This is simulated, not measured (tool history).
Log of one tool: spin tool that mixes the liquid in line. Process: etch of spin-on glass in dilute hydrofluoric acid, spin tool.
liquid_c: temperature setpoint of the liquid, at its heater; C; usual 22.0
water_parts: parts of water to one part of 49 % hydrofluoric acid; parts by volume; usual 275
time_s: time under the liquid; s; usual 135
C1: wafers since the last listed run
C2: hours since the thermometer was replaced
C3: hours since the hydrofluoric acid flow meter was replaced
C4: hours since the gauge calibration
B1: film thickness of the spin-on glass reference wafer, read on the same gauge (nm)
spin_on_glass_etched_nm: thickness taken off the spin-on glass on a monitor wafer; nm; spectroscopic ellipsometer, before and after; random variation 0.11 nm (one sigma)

{"run": 1, "hour": 0.0, "liquid_c": 22.0, "water_parts": 275, "time_s": 100, "C1": 0, "C2": 1930.0, "C3": 696.3, "C4": 221.4, "B1": 49.98, "spin_on_glass_etched_nm": 12.54}
{"hour": 94.3, "done": "hydrofluoric acid flow meter replaced"}
{"run": 2, "hour": 182.9, "liquid_c": 22.0, "water_parts": 275, "time_s": 100, "C1": 1462, "C2": 2112.9, "C3": 88.6, "C4": 404.3, "B1": 49.93, "spin_on_glass_etched_nm": 12.84}
{"run": 3, "hour": 241.9, "liquid_c": 20.5, "water_parts": 275, "time_s": 135, "C1": 474, "C2": 2171.9, "C3": 147.6, "C4": 463.3, "B1": 49.98, "spin_on_glass_etched_nm": 16.65}
{"run": 4, "hour": 297.4, "liquid_c": 20.5, "water_parts": 275, "time_s": 135, "C1": 446, "C2": 2227.4, "C3": 203.1, "C4": 518.8, "B1": 50.0, "spin_on_glass_etched_nm": 16.6}
{"run": 5, "hour": 322.1, "liquid_c": 18.0, "water_parts": 275, "time_s": 135, "C1": 198, "C2": 2252.1, "C3": 227.8, "C4": 543.5, "B1": 50.03, "spin_on_glass_etched_nm": 15.24}
{"run": 6, "hour": 366.1, "liquid_c": 18.0, "water_parts": 275, "time_s": 135, "C1": 353, "C2": 2296.1, "C3": 271.8, "C4": 587.5, "B1": 50.03, "spin_on_glass_etched_nm": 15.3}
{"run": 7, "hour": 420.5, "liquid_c": 22.0, "water_parts": 275, "time_s": 135, "C1": 437, "C2": 2350.5, "C3": 326.2, "C4": 641.9, "B1": 49.99, "spin_on_glass_etched_nm": 17.54}
{"run": 8, "hour": 446.2, "liquid_c": 22.0, "water_parts": 275, "time_s": 135, "C1": 206, "C2": 2376.2, "C3": 351.9, "C4": 667.6, "B1": 50.05, "spin_on_glass_etched_nm": 17.57}
{"run": 9, "hour": 482.9, "liquid_c": 25.5, "water_parts": 275, "time_s": 135, "C1": 295, "C2": 2412.9, "C3": 388.6, "C4": 704.3, "B1": 49.98, "spin_on_glass_etched_nm": 19.55}
{"run": 10, "hour": 538.6, "liquid_c": 25.0, "water_parts": 275, "time_s": 135, "C1": 447, "C2": 2468.6, "C3": 444.3, "C4": 760.0, "B1": 50.04, "spin_on_glass_etched_nm": 19.3}
{"run": 11, "hour": 587.5, "liquid_c": 25.0, "water_parts": 275, "time_s": 135, "C1": 393, "C2": 2517.5, "C3": 493.2, "C4": 808.9, "B1": 50.01, "spin_on_glass_etched_nm": 19.28}
{"hour": 615.6, "done": "thermometer replaced"}
{"hour": 621.9, "done": "gauge calibrated"}
{"run": 12, "hour": 625.6, "liquid_c": 22.0, "water_parts": 275, "time_s": 135, "C1": 298, "C2": 10.0, "C3": 531.3, "C4": 3.7, "B1": 49.99, "spin_on_glass_etched_nm": 16.22}
{"run": 13, "hour": 682.8, "liquid_c": 22.0, "water_parts": 275, "time_s": 70, "C1": 460, "C2": 67.2, "C3": 588.5, "C4": 60.9, "B1": 49.98, "spin_on_glass_etched_nm": 8.5}
{"run": 14, "hour": 725.9, "liquid_c": 20.0, "water_parts": 180, "time_s": 60, "C1": 346, "C2": 110.3, "C3": 631.6, "C4": 104.0, "B1": 50.01, "spin_on_glass_etched_nm": 11.25}
{"run": 15, "hour": 797.1, "liquid_c": 19.0, "water_parts": 275, "time_s": 175, "C1": 572, "C2": 181.5, "C3": 702.8, "C4": 175.2, "B1": 49.97, "spin_on_glass_etched_nm": 18.88}
{"run": 16, "hour": 860.0, "liquid_c": 22.0, "water_parts": 385, "time_s": 135, "C1": 505, "C2": 244.4, "C3": 765.7, "C4": 238.1, "B1": 49.98, "spin_on_glass_etched_nm": 10.4}
{"hour": 933.1, "done": "hydrofluoric acid flow meter replaced"}
{"run": 17, "hour": 994.8, "liquid_c": 24.0, "water_parts": 275, "time_s": 135, "C1": 1076, "C2": 379.2, "C3": 61.7, "C4": 372.9, "B1": 50.01, "spin_on_glass_etched_nm": 18.19}
{"run": 18, "hour": 1041.7, "liquid_c": 19.0, "water_parts": 275, "time_s": 135, "C1": 377, "C2": 426.1, "C3": 108.6, "C4": 419.8, "B1": 50.02, "spin_on_glass_etched_nm": 15.06}
{"run": 19, "hour": 1099.6, "liquid_c": 20.0, "water_parts": 325, "time_s": 205, "C1": 465, "C2": 484.0, "C3": 166.5, "C4": 477.7, "B1": 50.04, "spin_on_glass_etched_nm": 19.01}
{"run": 20, "hour": 1153.7, "liquid_c": 22.0, "water_parts": 275, "time_s": 135, "C1": 435, "C2": 538.1, "C3": 220.6, "C4": 531.8, "B1": 49.98, "spin_on_glass_etched_nm": 16.71}
{"run": 21, "hour": 1199.9, "liquid_c": 22.0, "water_parts": 275, "time_s": 100, "C1": 371, "C2": 584.3, "C3": 266.8, "C4": 578.0, "B1": 50.03, "spin_on_glass_etched_nm": 12.49}
{"run": 22, "hour": 1246.8, "liquid_c": 22.0, "water_parts": 275, "time_s": 135, "C1": 377, "C2": 631.2, "C3": 313.7, "C4": 624.9, "B1": 49.99, "spin_on_glass_etched_nm": 16.77}
{"run": 23, "hour": 1278.8, "liquid_c": 22.0, "water_parts": 275, "time_s": 135, "C1": 257, "C2": 663.2, "C3": 345.7, "C4": 656.9, "B1": 50.0, "spin_on_glass_etched_nm": 16.69}
{"run": 24, "hour": 1327.3, "liquid_c": 22.0, "water_parts": 140, "time_s": 135, "C1": 390, "C2": 711.7, "C3": 394.2, "C4": 705.4, "B1": 50.0, "spin_on_glass_etched_nm": 38.03}
{"run": 25, "hour": 1394.6, "liquid_c": 19.5, "water_parts": 275, "time_s": 135, "C1": 541, "C2": 779.0, "C3": 461.5, "C4": 772.7, "B1": 49.98, "spin_on_glass_etched_nm": 15.39}
{"run": 26, "hour": 1453.6, "liquid_c": 17.5, "water_parts": 275, "time_s": 135, "C1": 474, "C2": 838.0, "C3": 520.5, "C4": 831.7, "B1": 49.99, "spin_on_glass_etched_nm": 14.2}

Forecast each of these 5 alternatives for the next run:
{"run": "A", "hour": 1454.1, "liquid_c": 22.0, "water_parts": 275, "time_s": 135, "C1": 4, "C2": 838.5, "C3": 521.0, "C4": 832.2, "B1": "?", "spin_on_glass_etched_nm": "?"}
{"run": "B", "hour": 1454.1, "liquid_c": 25.5, "water_parts": 275, "time_s": 190, "C1": 4, "C2": 838.5, "C3": 521.0, "C4": 832.2, "B1": "?", "spin_on_glass_etched_nm": "?"}
{"run": "C", "hour": 1454.1, "liquid_c": 22.0, "water_parts": 145, "time_s": 135, "C1": 4, "C2": 838.5, "C3": 521.0, "C4": 832.2, "B1": "?", "spin_on_glass_etched_nm": "?"}
{"run": "D", "hour": 1454.1, "liquid_c": 22.0, "water_parts": 175, "time_s": 100, "C1": 4, "C2": 838.5, "C3": 521.0, "C4": 832.2, "B1": "?", "spin_on_glass_etched_nm": "?"}
{"run": "E", "hour": 1454.1, "liquid_c": 20.0, "water_parts": 275, "time_s": 200, "C1": 4, "C2": 838.5, "C3": 521.0, "C4": 832.2, "B1": "?", "spin_on_glass_etched_nm": "?"}

run=A B1=49.98 spin_on_glass_etched_nm=16.68
run=B B1=49.98 spin_on_glass_etched_nm=26.51
run=C B1=49.98 spin_on_glass_etched_nm=36.29
run=D B1=49.98 spin_on_glass_etched_nm=21.54
run=E B1=49.98 spin_on_glass_etched_nm=22.99
Without the tool's hidden state the same runs would have given:
run=A spin_on_glass_etched_nm=16.45
run=B spin_on_glass_etched_nm=26.20
run=C spin_on_glass_etched_nm=35.62
run=D spin_on_glass_etched_nm=21.17
run=E spin_on_glass_etched_nm=22.65

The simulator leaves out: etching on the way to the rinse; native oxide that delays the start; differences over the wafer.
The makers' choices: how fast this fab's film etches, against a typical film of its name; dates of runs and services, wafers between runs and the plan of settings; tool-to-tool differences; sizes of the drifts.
